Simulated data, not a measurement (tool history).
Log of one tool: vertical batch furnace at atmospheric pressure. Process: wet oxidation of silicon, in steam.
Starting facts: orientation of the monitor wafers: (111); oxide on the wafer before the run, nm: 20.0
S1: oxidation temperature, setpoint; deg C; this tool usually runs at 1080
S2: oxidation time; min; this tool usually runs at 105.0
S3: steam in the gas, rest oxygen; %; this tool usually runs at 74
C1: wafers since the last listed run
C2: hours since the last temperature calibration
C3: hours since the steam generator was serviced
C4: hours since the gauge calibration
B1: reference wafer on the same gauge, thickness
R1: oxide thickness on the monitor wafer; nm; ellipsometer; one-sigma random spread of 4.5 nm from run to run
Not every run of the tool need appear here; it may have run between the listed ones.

Run 1, day 0.000: usual settings; C1 0; C2 2264.0; C3 1672.6; C4 558.5; B1 930.91. Result: R1 820.48 nm.
Run 2, day 3.142: usual settings but S3 68 %; C1 771; C2 2339.4; C3 1748.0; C4 633.9; B1 931.87. Result: R1 781.80 nm.
Run 3, day 5.942: usual settings but S3 68 %; C1 687; C2 2406.6; C3 1815.2; C4 701.1; B1 931.70. Result: R1 788.93 nm.
Run 4, day 9.038: usual settings; C1 760; C2 2480.9; C3 1889.5; C4 775.4; B1 931.07. Result: R1 817.30 nm.
Run 5, day 11.767: usual settings; C1 670; C2 2546.4; C3 1955.0; C4 840.9; B1 931.19. Result: R1 821.79 nm.
Run 6, day 18.096: usual settings; C1 1555; C2 2698.3; C3 2106.9; C4 992.8; B1 931.23. Result: R1 827.14 nm.
At day 20.804: steam generator serviced.
Run 7, day 22.362: usual settings but S1 1061 deg C, S2 91.0 min; C1 802; C2 2800.7; C3 37.4; C4 1095.2; B1 931.22. Result: R1 706.17 nm.
Run 8, day 24.579: usual settings but S1 1061 deg C, S2 91.0 min; C1 544; C2 2853.9; C3 90.6; C4 1148.4; B1 930.94. Result: R1 707.96 nm.
Run 9, day 28.046: usual settings but S1 1061 deg C, S2 91.0 min; C1 851; C2 2937.1; C3 173.8; C4 1231.6; B1 929.70. Result: R1 705.85 nm.
Run 10, day 29.800: usual settings; C1 430; C2 2979.2; C3 215.9; C4 1273.7; B1 930.92. Result: R1 816.16 nm.
At day 31.533: thermocouples replaced and temperature profile calibrated.
At day 32.650: gauge calibrated.
Run 11, day 33.046: usual settings but S2 125.0 min, S3 71 %; C1 551; C2 36.3; C3 293.8; C4 9.5; B1 931.27. Result: R1 875.11 nm.
Run 12, day 37.404: usual settings but S1 1073 deg C, S2 132.0 min; C1 1070; C2 140.9; C3 398.4; C4 114.1; B1 930.81. Result: R1 895.62 nm.
Run 13, day 39.712: usual settings but S2 144.5 min, S3 71 %; C1 567; C2 196.3; C3 453.8; C4 169.5; B1 931.33. Result: R1 952.96 nm.
Run 14, day 41.550: usual settings; C1 451; C2 240.4; C3 497.9; C4 213.6; B1 930.80. Result: R1 814.40 nm.
Run 15, day 43.988: usual settings but S2 84.0 min; C1 598; C2 298.9; C3 556.4; C4 272.1; B1 930.82. Result: R1 717.63 nm.
Run 16, day 46.775: usual settings but S2 57.5 min, S3 84 %; C1 684; C2 365.8; C3 623.3; C4 339.0; B1 931.37. Result: R1 638.48 nm.
Run 17, day 49.371: usual settings but S1 1102 deg C, S3 62 %; C1 637; C2 428.1; C3 685.6; C4 401.3; B1 930.91. Result: R1 801.18 nm.
Run 18, day 52.588: usual settings; C1 790; C2 505.3; C3 762.8; C4 478.5; B1 931.66. Result: R1 819.16 nm.
Run 19, day 56.521: usual settings; C1 966; C2 599.7; C3 857.2; C4 572.9; B1 930.83. Result: R1 823.52 nm.
Run 20, day 58.171: usual settings but S2 119.5 min; C1 405; C2 639.3; C3 896.8; C4 612.5; B1 931.74. Result: R1 877.02 nm.

Each row is a separate what-if for the run after 20, all from the same tool condition, not one after another. Results?
Run A, day 58.442: usual settings but S3 82 %; C1 66; C2 645.8; C3 903.3; C4 619.0; B1 ?. Result: R1 ?.
Run B, day 58.442: usual settings but S2 86.0 min; C1 66; C2 645.8; C3 903.3; C4 619.0; B1 ?. Result: R1 ?.
Run C, day 58.442: usual settings but S1 1073 deg C, S2 144.5 min, S3 86 %; C1 66; C2 645.8; C3 903.3; C4 619.0; B1 ?. Result: R1 ?.
Run D, day 58.442: usual settings but S1 1061 deg C, S2 78.0 min, S3 63 %; C1 66; C2 645.8; C3 903.3; C4 619.0; B1 ?. Result: R1 ?.

run      B1       R1
  A  930.91   861.92
  B  930.91   732.94
  C  930.91  1023.82
  D  930.91   592.79
Without the tool's unlogged condition, the same runs would have read:
run       R1
  A   861.92
  B   732.94
  C  1023.82
  D   592.79

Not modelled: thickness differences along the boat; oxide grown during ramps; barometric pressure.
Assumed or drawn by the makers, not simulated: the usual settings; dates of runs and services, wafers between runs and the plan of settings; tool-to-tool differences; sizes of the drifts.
